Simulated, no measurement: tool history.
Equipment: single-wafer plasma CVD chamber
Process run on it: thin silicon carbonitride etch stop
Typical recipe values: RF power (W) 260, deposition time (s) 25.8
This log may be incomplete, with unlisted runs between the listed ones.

run,hour,RF power (W),deposition time (s),"read-back reference wafer on the same gauge, thickness_nm",mean film thickness on the monitor wafer (nm)
1,0,260,25.8,16.901,16.44
2,16.4,260,25.8,16.901,16.383
3,29.6,280,25.8,16.896,16.664
4,42.8,280,25.8,16.898,16.615
5,57.2,260,25.8,16.9,16.397
6,65,245,25.8,16.905,16.274
7,81.4,245,25.8,16.901,16.258
8,89.9,260,25.8,16.901,16.4
9,104.3,260,25.8,16.894,16.427
10,139.1,260,24.3,16.896,15.475
11,153.3,260,24.3,16.901,15.474
12,160.3,260,24.3,16.901,15.502
13,170.6,260,25.8,16.902,16.428
14,186.4,260,25.8,16.904,16.408
15,198,235,21.4,16.899,13.395
16,205,260,25.8,16.897,16.418
17,249,275,30.1,16.904,19.361
18,263.4,260,25.8,16.9,16.448
19,280.3,285,22.6,16.896,14.647
20,294.2,235,24.4,16.899,15.24
21,309.6,260,28,16.9,17.841
22,320.3,260,24.3,16.903,15.432
23,337,235,28.1,16.903,17.535
24,345.6,260,25.8,16.898,16.429
25,390.7,280,23.2,16.897,14.964
26,404.4,285,21.9,16.901,14.19

Withheld: 5 entries from between the runs. Position of each, and hidden state at the listed run before versus the listed run after:
After run 1, before run 2: gauge calibrated (hour 13.8)
  both runs share identical hidden conditions
After run 16, before run 17: showerhead replaced (hour 230.9); thermocouple changed; heater temperature recalibrated (hour 234); RF generator calibrated (hour 234.6)
  both runs share identical hidden conditions
After run 19, before run 20: gauge calibrated (hour 281.7)
  both runs share identical hidden conditions
